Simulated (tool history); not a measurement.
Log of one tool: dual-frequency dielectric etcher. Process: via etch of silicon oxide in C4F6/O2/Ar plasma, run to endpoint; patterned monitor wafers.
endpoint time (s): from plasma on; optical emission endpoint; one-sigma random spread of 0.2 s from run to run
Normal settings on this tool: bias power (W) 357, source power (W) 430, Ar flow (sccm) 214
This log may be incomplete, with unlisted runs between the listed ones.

run,day,bias power (W),source power (W),Ar flow (sccm),"incoming incoming film thickness, nm",endpoint time (s)
1,0,302,430,214,176.4,44.7
2,0.579,357,430,214,175.9,40.8
3,1.017,357,430,214,174.4,40.4
4,1.758,357,430,253,174.3,40.8
5,2.475,357,430,253,175.7,40.8
6,2.862,357,430,214,174.5,40.3
7,3.508,357,430,214,175.9,40.9
# day 4.038: bias power generator calibrated
8,4.058,383,430,186,174.5,38.1
9,4.596,383,430,186,174.9,38.5
10,4.883,357,430,214,174.7,40.1
11,5.217,413,400,214,174.5,37.6
# day 6.354: upper electrode replaced
# day 7.175: wet clean of the chamber
# day 7.375: Ar flow controller replaced
12,7.396,357,430,238,172.8,38.9
13,7.408,438,390,239,173.5,35.7
14,7.425,401,500,169,172.7,34.5
15,7.438,357,430,214,174.2,38.6
# day 7.667: source power generator calibrated
16,8.146,440,370,251,174.8,36.4

For run 17, what comes out?
# day 9.579: wet clean of the chamber, repeated, since the last time left the tool worse
17,9.6,357,520,214,175.1,?

{"run 17": {"endpoint time (s)": 39.7}}
Were there no unlogged condition in the tool, this run, its random variation unchanged, would have produced endpoint time (s) 40.1.
